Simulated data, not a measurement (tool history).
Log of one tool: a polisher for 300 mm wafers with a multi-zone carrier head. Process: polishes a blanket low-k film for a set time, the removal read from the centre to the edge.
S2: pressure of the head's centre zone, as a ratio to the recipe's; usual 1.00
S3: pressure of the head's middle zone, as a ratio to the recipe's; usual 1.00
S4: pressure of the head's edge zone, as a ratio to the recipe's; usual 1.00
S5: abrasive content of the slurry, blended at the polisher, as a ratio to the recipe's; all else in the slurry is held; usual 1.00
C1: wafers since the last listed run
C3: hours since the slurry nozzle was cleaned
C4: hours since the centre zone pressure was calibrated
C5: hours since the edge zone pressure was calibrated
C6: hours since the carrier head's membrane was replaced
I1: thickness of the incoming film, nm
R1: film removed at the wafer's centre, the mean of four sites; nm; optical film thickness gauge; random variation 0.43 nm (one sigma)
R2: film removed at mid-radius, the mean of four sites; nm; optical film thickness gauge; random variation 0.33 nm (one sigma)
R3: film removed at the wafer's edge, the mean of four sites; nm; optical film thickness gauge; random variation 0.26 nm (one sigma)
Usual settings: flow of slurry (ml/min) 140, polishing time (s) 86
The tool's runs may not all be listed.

Run 1, hour 0.0: usual settings but S4 1.07; C1 0; wafers polished on this pad 578; C3 357.7; C4 257.0; C5 1145.6; C6 1481.3; I1 349.4. Result: R1 30.4 nm, R2 30.3 nm, R3 31.2 nm.
Run 2, hour 10.6: usual settings but S4 1.07; C1 65; wafers polished on this pad 643; C3 368.3; C4 267.6; C5 1156.2; C6 1491.9; I1 354.3. Result: R1 29.9 nm, R2 30.4 nm, R3 31.4 nm.
Run 3, hour 21.3: usual settings but S3 0.96; C1 66; wafers polished on this pad 709; C3 379.0; C4 278.3; C5 1166.9; C6 1502.6; I1 348.5. Result: R1 30.6 nm, R2 29.6 nm, R3 30.7 nm.
At hour 28.6: worn pad replaced by a new one.
Run 4, hour 35.6: usual settings but S3 0.96; C1 63; wafers polished on this pad 43; C3 393.3; C4 292.6; C5 1181.2; C6 1516.9; I1 355.6. Result: R1 30.2 nm, R2 29.0 nm, R3 30.1 nm.
At hour 44.4: edge zone pressure recalibrated.
Run 5, hour 53.1: usual settings; C1 95; wafers polished on this pad 138; C3 410.8; C4 310.1; C5 8.7; C6 1534.4; I1 351.7. Result: R1 29.9 nm, R2 30.4 nm, R3 30.4 nm.
At hour 59.5: centre zone pressure recalibrated.
Run 6, hour 64.3: usual settings; C1 56; wafers polished on this pad 195; C3 422.0; C4 4.8; C5 19.9; C6 1545.6; I1 354.9. Result: R1 29.9 nm, R2 30.0 nm, R3 30.3 nm.
Run 7, hour 78.1: usual settings; C1 85; wafers polished on this pad 280; C3 435.8; C4 18.6; C5 33.7; C6 1559.4; I1 345.6. Result: R1 30.6 nm, R2 30.4 nm, R3 30.3 nm.
Run 8, hour 87.0: usual settings; C1 54; wafers polished on this pad 335; C3 444.7; C4 27.5; C5 42.6; C6 1568.3; I1 348.6. Result: R1 30.4 nm, R2 30.3 nm, R3 30.4 nm.
Run 9, hour 94.8: usual settings; C1 48; wafers polished on this pad 383; C3 452.5; C4 35.3; C5 50.4; C6 1576.1; I1 349.6. Result: R1 30.0 nm, R2 30.1 nm, R3 30.1 nm.
Run 10, hour 104.6: usual settings; C1 60; wafers polished on this pad 444; C3 462.3; C4 45.1; C5 60.2; C6 1585.9; I1 346.3. Result: R1 30.0 nm, R2 30.0 nm, R3 30.4 nm.
Run 11, hour 112.2: usual settings but flow of slurry (ml/min) 95, S4 1.08, polishing time (s) 77; C1 46; wafers polished on this pad 491; C3 469.9; C4 52.7; C5 67.8; C6 1593.5; I1 354.2. Result: R1 23.6 nm, R2 23.8 nm, R3 26.3 nm.
Run 12, hour 118.6: usual settings but S2 0.92; C1 39; wafers polished on this pad 530; C3 476.3; C4 59.1; C5 74.2; C6 1599.9; I1 348.4. Result: R1 27.8 nm, R2 30.2 nm, R3 30.2 nm.
Run 13, hour 131.2: usual settings but S2 0.92, S3 1.11, S4 0.90, polishing time (s) 97; C1 77; wafers polished on this pad 608; C3 488.9; C4 71.7; C5 86.8; C6 1612.5; I1 351.9. Result: R1 31.2 nm, R2 37.0 nm, R3 32.3 nm.
Run 14, hour 141.3: usual settings but S3 1.10, S5 0.80, polishing time (s) 94; C1 62; wafers polished on this pad 670; C3 499.0; C4 81.8; C5 96.9; C6 1622.6; I1 348.1. Result: R1 28.8 nm, R2 30.8 nm, R3 29.0 nm.
At hour 148.3: worn pad replaced by a new one, of another model than before.
At hour 157.6: carrier head's membrane replaced by a new one.
Run 15, hour 158.1: usual settings but S2 0.93, S4 0.97; C1 48; wafers polished on this pad 29; C3 515.8; C4 98.6; C5 113.7; C6 0.5; I1 351.1. Result: R1 28.9 nm, R2 30.6 nm, R3 30.3 nm.
At hour 164.9: slurry nozzle cleaned.
Run 16, hour 170.4: usual settings but flow of slurry (ml/min) 100, S4 1.11, S5 0.90, polishing time (s) 114; C1 69; wafers polished on this pad 99; C3 5.5; C4 110.9; C5 126.0; C6 12.8; I1 350.2. Result: R1 38.0 nm, R2 37.4 nm, R3 39.4 nm.
Run 17, hour 178.8: usual settings but flow of slurry (ml/min) 165, S3 1.06, S5 0.80; C1 51; wafers polished on this pad 151; C3 13.9; C4 119.3; C5 134.4; C6 21.2; I1 350.0. Result: R1 29.7 nm, R2 30.1 nm, R3 28.2 nm.
Run 18, hour 194.8: usual settings; C1 98; wafers polished on this pad 250; C3 29.9; C4 135.3; C5 150.4; C6 37.2; I1 356.2. Result: R1 32.4 nm, R2 32.4 nm, R3 31.6 nm.
Run 19, hour 210.5: usual settings but flow of slurry (ml/min) 115, S2 1.12; C1 96; wafers polished on this pad 346; C3 45.6; C4 151.0; C5 166.1; C6 52.9; I1 350.9. Result: R1 34.5 nm, R2 31.3 nm, R3 30.4 nm.
Run 20, hour 217.1: usual settings but S2 0.94, S3 1.08; C1 40; wafers polished on this pad 387; C3 52.2; C4 157.6; C5 172.7; C6 59.5; I1 349.6. Result: R1 30.2 nm, R2 33.8 nm, R3 31.1 nm.
Run 21, hour 230.1: usual settings but S4 0.88, S5 0.80; C1 80; wafers polished on this pad 467; C3 65.2; C4 170.6; C5 185.7; C6 72.5; I1 353.7. Result: R1 27.8 nm, R2 28.1 nm, R3 26.1 nm.
Run 22, hour 242.2: usual settings but S3 1.03, S5 0.70; C1 74; wafers polished on this pad 542; C3 77.3; C4 182.7; C5 197.8; C6 84.6; I1 351.3. Result: R1 25.7 nm, R2 26.2 nm, R3 24.9 nm.
At hour 258.6: worn pad replaced by a new one.
Run 23, hour 259.1: usual settings; C1 79; wafers polished on this pad 2; C3 94.2; C4 199.6; C5 214.7; C6 101.5; I1 353.7. Result: R1 31.5 nm, R2 31.7 nm, R3 31.7 nm.

3 ways to go on from here, each from the tool as it stands after run 23. What would each give?
Run A, hour 259.6: usual settings; C1 3; wafers polished on this pad 5; C3 94.7; C4 200.1; C5 215.2; C6 102.0; I1 348.5. Result: R1 ?, R2 ?, R3 ?.
Run B, hour 259.6: usual settings but S2 1.06, S4 0.91, S5 1.15; C1 3; wafers polished on this pad 5; C3 94.7; C4 200.1; C5 215.2; C6 102.0; I1 348.5. Result: R1 ?, R2 ?, R3 ?.
Run C, hour 259.6: usual settings but flow of slurry (ml/min) 105, S2 0.90; C1 3; wafers polished on this pad 5; C3 94.7; C4 200.1; C5 215.2; C6 102.0; I1 348.5. Result: R1 ?, R2 ?, R3 ?.

run    R1    R2    R3
  A  31.3  32.0  31.2
  B  35.5  34.3  32.1
  C  27.0  30.8  30.3
Without the tool's hidden state the same runs would have given:
run    R1    R2    R3
  A  32.1  32.7  31.7
  B  36.4  35.1  32.6
  C  27.8  31.6  30.9
